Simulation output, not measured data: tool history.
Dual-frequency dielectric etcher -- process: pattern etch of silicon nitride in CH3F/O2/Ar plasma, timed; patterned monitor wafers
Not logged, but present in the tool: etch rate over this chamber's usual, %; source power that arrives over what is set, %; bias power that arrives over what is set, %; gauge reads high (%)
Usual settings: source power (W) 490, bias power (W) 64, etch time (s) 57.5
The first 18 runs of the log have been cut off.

| run | hour | source power (W) | bias power (W) | etch time (s) | wafers since the last listed run | hours since the last wet clean | hours since the last source power generator calibration | hours since the last bias power generator calibration | hours since the last upper electrode change | hours since the gauge calibration | read-back reference wafer on the same gauge, depth_nm | mean etch depth across the wafer (nm) |
|---|---|---|---|---|---|---|---|---|---|---|---|---|
| 19 | 887.6 | 490 | 64 | 66.5 | 695 | 166.2 | 310.2 | 546.1 | 2115.9 | 355.7 | 47.40 | 47.18 |
| 20 | 933.6 | 490 | 64 | 57.5 | 573 | 212.2 | 356.2 | 592.1 | 2161.9 | 401.7 | 46.97 | 40.69 |
|  | 980.7 | upper electrode replaced |
| 21 | 995.1 | 490 | 70 | 41.5 | 467 | 273.7 | 417.7 | 653.6 | 14.4 | 463.2 | 46.99 | 30.75 |
| 22 | 1026.2 | 490 | 64 | 57.5 | 387 | 304.8 | 448.8 | 684.7 | 45.5 | 494.3 | 46.91 | 40.93 |
| 23 | 1060.3 | 490 | 64 | 73.0 | 425 | 338.9 | 482.9 | 718.8 | 79.6 | 528.4 | 46.88 | 51.84 |
| 24 | 1117.3 | 490 | 74 | 57.5 | 710 | 395.9 | 539.9 | 775.8 | 136.6 | 585.4 | 46.53 | 43.21 |
| 25 | 1173.2 | 600 | 69 | 48.5 | 696 | 451.8 | 595.8 | 831.7 | 192.5 | 641.3 | 46.81 | 38.22 |
|  | 1327.5 | wet clean of the chamber |
| 26 | 1328.0 | 490 | 64 | 57.5 | 1630 | 0.5 | 750.6 | 986.5 | 347.3 | 796.1 | 46.34 | 39.80 |
| 27 | 1374.6 | 610 | 71 | 53.0 | 581 | 47.1 | 797.2 | 1033.1 | 393.9 | 842.7 | 46.45 | 42.90 |
| 28 | 1429.4 | 490 | 64 | 73.5 | 683 | 101.9 | 852.0 | 1087.9 | 448.7 | 897.5 | 46.31 | 51.06 |
| 29 | 1460.9 | 580 | 50 | 72.0 | 392 | 133.4 | 883.5 | 1119.4 | 480.2 | 929.0 | 46.30 | 48.78 |
| 30 | 1508.9 | 540 | 58 | 71.0 | 598 | 181.4 | 931.5 | 1167.4 | 528.2 | 977.0 | 46.23 | 49.20 |
| 31 | 1544.3 | 440 | 64 | 50.5 | 441 | 216.8 | 966.9 | 1202.8 | 563.6 | 1012.4 | 46.20 | 33.32 |

Branching from run 31: 3 alternative next runs. What would each branch give?
| A | 1544.7 | 490 | 64 | 65.0 | 4 | 217.2 | 967.3 | 1203.2 | 564.0 | 1012.8 | ? | ? |
| B | 1544.7 | 380 | 71 | 57.5 | 4 | 217.2 | 967.3 | 1203.2 | 564.0 | 1012.8 | ? | ? |
| C | 1544.7 | 490 | 68 | 57.5 | 4 | 217.2 | 967.3 | 1203.2 | 564.0 | 1012.8 | ? | ? |

| run | read-back reference wafer on the same gauge, depth_nm | mean etch depth across the wafer (nm) |
|---|---|---|
| A | 46.20 | 45.24 |
| B | 46.20 | 36.70 |
| C | 46.20 | 41.14 |
What these runs would have given with no unlogged condition in the tool:
| run | mean etch depth across the wafer (nm) |
|---|---|
| A | 47.19 |
| B | 38.28 |
| C | 42.91 |
